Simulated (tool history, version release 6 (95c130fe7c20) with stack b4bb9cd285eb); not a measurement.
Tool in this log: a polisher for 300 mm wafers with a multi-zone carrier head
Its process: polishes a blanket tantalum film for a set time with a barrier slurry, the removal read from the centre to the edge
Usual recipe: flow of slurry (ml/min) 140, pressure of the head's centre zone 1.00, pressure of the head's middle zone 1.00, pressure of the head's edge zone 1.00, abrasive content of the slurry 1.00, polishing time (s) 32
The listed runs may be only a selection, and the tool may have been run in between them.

| run | hour | flow of slurry (ml/min) | pressure of the head's centre zone | pressure of the head's middle zone | pressure of the head's edge zone | abrasive content of the slurry | polishing time (s) | incoming thickness of the incoming film, nm | film removed at the wafer's centre (nm) | film removed at mid-radius (nm) | film removed at the wafer's edge (nm) |
|---|---|---|---|---|---|---|---|---|---|---|---|
| 1 | 0.0 | 140 | 1.06 | 1.00 | 1.00 | 1.20 | 39 | 363.7 | 51.8 | 49.8 | 50.0 |
|  | 4.4 | worn pad replaced by a new one |
| 2 | 16.3 | 160 | 0.96 | 1.00 | 1.00 | 1.00 | 41 | 368.5 | 48.7 | 52.4 | 51.9 |
| 3 | 26.6 | 140 | 0.97 | 0.93 | 0.90 | 1.00 | 32 | 366.0 | 37.3 | 36.6 | 37.6 |
| 4 | 41.6 | 140 | 0.88 | 1.00 | 0.88 | 0.80 | 32 | 377.5 | 32.1 | 38.0 | 36.3 |
| 5 | 51.9 | 140 | 1.00 | 1.00 | 1.00 | 1.00 | 32 | 372.5 | 38.3 | 39.3 | 40.2 |
| 6 | 58.3 | 185 | 1.00 | 1.00 | 1.00 | 1.10 | 32 | 364.3 | 41.4 | 41.9 | 42.0 |
| 7 | 73.2 | 140 | 1.00 | 1.00 | 1.00 | 1.00 | 32 | 371.2 | 37.9 | 39.3 | 39.4 |
| 8 | 83.7 | 170 | 1.05 | 1.08 | 1.00 | 0.85 | 32 | 373.3 | 39.9 | 41.8 | 40.0 |
| 9 | 99.2 | 140 | 1.00 | 1.00 | 1.05 | 1.00 | 32 | 367.2 | 37.2 | 39.6 | 40.9 |
|  | 105.7 | worn pad replaced by a new one |
| 10 | 109.0 | 140 | 1.00 | 1.00 | 0.91 | 1.00 | 32 | 374.2 | 38.0 | 39.7 | 38.6 |
|  | 113.4 | slurry nozzle cleaned |
| 11 | 117.0 | 140 | 0.89 | 1.00 | 1.00 | 1.15 | 32 | 370.6 | 33.9 | 40.1 | 41.3 |
| 12 | 129.5 | 140 | 1.00 | 1.00 | 1.07 | 1.00 | 32 | 372.8 | 36.9 | 39.4 | 41.8 |
| 13 | 139.1 | 140 | 0.91 | 1.00 | 1.00 | 1.00 | 32 | 364.1 | 34.5 | 39.4 | 40.0 |
| 14 | 147.2 | 140 | 1.00 | 1.00 | 1.08 | 1.00 | 38 | 373.5 | 44.1 | 46.6 | 48.6 |
| 15 | 164.6 | 120 | 1.00 | 1.00 | 1.00 | 1.00 | 32 | 364.8 | 35.7 | 37.9 | 38.3 |
| 16 | 175.1 | 140 | 1.00 | 1.00 | 1.00 | 1.00 | 32 | 365.6 | 36.2 | 38.9 | 39.8 |
| 17 | 184.0 | 175 | 1.00 | 1.00 | 1.00 | 1.15 | 32 | 374.9 | 40.1 | 41.5 | 42.4 |
| 18 | 199.4 | 140 | 1.00 | 0.95 | 1.07 | 1.00 | 21 | 371.3 | 23.9 | 25.2 | 27.1 |
|  | 216.2 | worn pad replaced by a new one |
| 19 | 216.7 | 140 | 0.92 | 1.00 | 1.00 | 1.10 | 39 | 374.5 | 41.5 | 48.8 | 49.3 |
| 20 | 221.6 | 140 | 1.00 | 1.00 | 1.00 | 1.00 | 32 | 369.2 | 36.1 | 39.5 | 39.5 |
| 21 | 234.3 | 140 | 0.93 | 0.94 | 1.00 | 1.00 | 21 | 375.4 | 22.1 | 24.6 | 26.1 |

Give the tool's hidden conditions for every run:
removal rate lost through wear of the pad, %: 0 at every run
slurry flow missing at the pad, %: 0 at every run
deviation of the edge zone's pressure from its setpoint, %: 0 at every run
H1: deviation of the centre zone's pressure from its setpoint, %
| run | H1 |
|---|---|
| 1 | -1.79 |
| 2 | -2.46 |
| 3 | -2.87 |
| 4 | -3.43 |
| 5 | -3.8 |
| 6 | -4.03 |
| 7 | -4.53 |
| 8 | -4.87 |
| 9 | -5.35 |
| 10 | -5.64 |
| 11 | -5.87 |
| 12 | -6.21 |
| 13 | -6.47 |
| 14 | -6.68 |
| 15 | -7.11 |
| 16 | -7.36 |
| 17 | -7.56 |
| 18 | -7.9 |
| 19 | -8.25 |
| 20 | -8.35 |
| 21 | -8.6 |
